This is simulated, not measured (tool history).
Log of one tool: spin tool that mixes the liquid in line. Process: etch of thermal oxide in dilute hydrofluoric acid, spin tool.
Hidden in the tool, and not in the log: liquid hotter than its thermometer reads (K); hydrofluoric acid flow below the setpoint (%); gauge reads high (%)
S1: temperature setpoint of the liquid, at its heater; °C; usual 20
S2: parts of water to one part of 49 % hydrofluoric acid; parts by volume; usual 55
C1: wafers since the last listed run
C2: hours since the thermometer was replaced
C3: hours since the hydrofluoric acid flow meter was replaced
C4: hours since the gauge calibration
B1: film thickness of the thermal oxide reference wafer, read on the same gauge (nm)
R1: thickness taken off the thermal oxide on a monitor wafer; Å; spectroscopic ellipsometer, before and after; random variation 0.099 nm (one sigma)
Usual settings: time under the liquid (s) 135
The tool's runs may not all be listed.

Run 1, day 0: usual settings; C1 0; C2 1383; C3 415.3; C4 41.9; B1 79.98. Result: R1 110.8 Å.
Run 2, day 1.471: usual settings but S1 22.5 °C, time under the liquid (s) 85; C1 326; C2 1418.3; C3 450.6; C4 77.2; B1 79.99. Result: R1 77.2 Å.
Run 3, day 2.942: usual settings but S1 22.5 °C, time under the liquid (s) 85; C1 326; C2 1453.6; C3 485.9; C4 112.5; B1 79.99. Result: R1 78.7 Å.
At day 2.992: hydrofluoric acid flow meter replaced.
Run 4, day 4.133: usual settings; C1 255; C2 1482.2; C3 27.4; C4 141.1; B1 80. Result: R1 111.9 Å.
Run 5, day 4.738: usual settings; C1 134; C2 1496.7; C3 41.9; C4 155.6; B1 80. Result: R1 110.2 Å.
Run 6, day 6.1: usual settings; C1 302; C2 1529.4; C3 74.6; C4 188.3; B1 79.99. Result: R1 110.4 Å.
Run 7, day 7.058: usual settings; C1 212; C2 1552.4; C3 97.6; C4 211.3; B1 79.99. Result: R1 112 Å.
Run 8, day 7.667: usual settings but S2 40 parts by volume, time under the liquid (s) 170; C1 135; C2 1567; C3 112.2; C4 225.9; B1 79.99. Result: R1 196.2 Å.
Run 9, day 8.646: usual settings but S2 40 parts by volume, time under the liquid (s) 170; C1 217; C2 1590.5; C3 135.7; C4 249.4; B1 80.02. Result: R1 192.1 Å.
Run 10, day 9.221: usual settings; C1 127; C2 1604.3; C3 149.5; C4 263.2; B1 80. Result: R1 112.4 Å.
Run 11, day 10.517: usual settings; C1 287; C2 1635.4; C3 180.6; C4 294.3; B1 80. Result: R1 110.1 Å.
Run 12, day 11.879: usual settings; C1 302; C2 1668.1; C3 213.3; C4 327; B1 80.02. Result: R1 110.5 Å.
Run 13, day 12.704: usual settings but S1 23.5 °C; C1 183; C2 1687.9; C3 233.1; C4 346.8; B1 79.99. Result: R1 125.6 Å.
Run 14, day 13.658: usual settings but S1 23.5 °C; C1 211; C2 1710.8; C3 256; C4 369.7; B1 79.98. Result: R1 126.1 Å.
Run 15, day 14.542: usual settings but time under the liquid (s) 155; C1 196; C2 1732; C3 277.2; C4 390.9; B1 79.99. Result: R1 127.2 Å.
Run 16, day 16.038: usual settings; C1 332; C2 1767.9; C3 313.1; C4 426.8; B1 80.01. Result: R1 109 Å.
Run 17, day 16.55: usual settings but S1 24 °C, time under the liquid (s) 90; C1 113; C2 1780.2; C3 325.4; C4 439.1; B1 80. Result: R1 87.4 Å.
Run 18, day 18.021: usual settings but S1 24 °C, S2 40 parts by volume; C1 326; C2 1815.5; C3 360.7; C4 474.4; B1 80. Result: R1 182.4 Å.
Run 19, day 19.167: usual settings but S1 23.5 °C; C1 254; C2 1843; C3 388.2; C4 501.9; B1 80. Result: R1 127.2 Å.
Run 20, day 19.962: usual settings but S2 40 parts by volume, time under the liquid (s) 180; C1 176; C2 1862.1; C3 407.3; C4 521; B1 79.99. Result: R1 206.9 Å.
Run 21, day 21.117: usual settings; C1 256; C2 1889.8; C3 435; C4 548.7; B1 80.01. Result: R1 110.4 Å.
Run 22, day 21.808: usual settings; C1 153; C2 1906.4; C3 451.6; C4 565.3; B1 80.01. Result: R1 110.5 Å.
At day 22.575: thermometer replaced.
Run 23, day 22.596: usual settings but S2 40 parts by volume; C1 165; C2 0.5; C3 470.5; C4 584.2; B1 79.99. Result: R1 155.2 Å.
Run 24, day 23.525: usual settings but S1 24 °C, S2 75 parts by volume, time under the liquid (s) 85; C1 206; C2 22.8; C3 492.8; C4 606.5; B1 80.02. Result: R1 59.1 Å.
At day 23.721: hydrofluoric acid flow meter replaced.
At day 24.304: gauge calibrated.
Run 25, day 24.546: usual settings but S1 21.5 °C, time under the liquid (s) 180; C1 217; C2 47.3; C3 19.8; C4 5.8; B1 80.01. Result: R1 154.6 Å.
Run 26, day 25.125: usual settings; C1 128; C2 61.2; C3 33.7; C4 19.7; B1 80.02. Result: R1 110.6 Å.
Run 27, day 25.812: usual settings but S1 17 °C, S2 40 parts by volume; C1 152; C2 77.7; C3 50.2; C4 36.2; B1 80. Result: R1 137 Å.
Run 28, day 26.504: usual settings but time under the liquid (s) 160; C1 153; C2 94.3; C3 66.8; C4 52.8; B1 79.97. Result: R1 131.6 Å.
Run 29, day 27.367: usual settings but S2 30 parts by volume; C1 191; C2 115; C3 87.5; C4 73.5; B1 80. Result: R1 209.7 Å.
Run 30, day 28.521: usual settings; C1 256; C2 142.7; C3 115.2; C4 101.2; B1 79.98. Result: R1 109.2 Å.
Run 31, day 29.85: usual settings but S1 17 °C, S2 80 parts by volume, time under the liquid (s) 200; C1 295; C2 174.6; C3 147.1; C4 133.1; B1 80.01. Result: R1 96 Å.
Run 32, day 30.879: usual settings; C1 228; C2 199.3; C3 171.8; C4 157.8; B1 79.98. Result: R1 109.6 Å.

Hidden state at the last listed run before each entry between runs and at the first one after, where it differs:
Between runs 3 and 4: hydrofluoric acid flow meter replaced (day 2.992)
  no hidden state differs between the two runs
Between runs 22 and 23: thermometer replaced (day 22.575)
  no hidden state differs between the two runs
Between runs 24 and 25: hydrofluoric acid flow meter replaced (day 23.721); gauge calibrated (day 24.304)
  no hidden state differs between the two runs
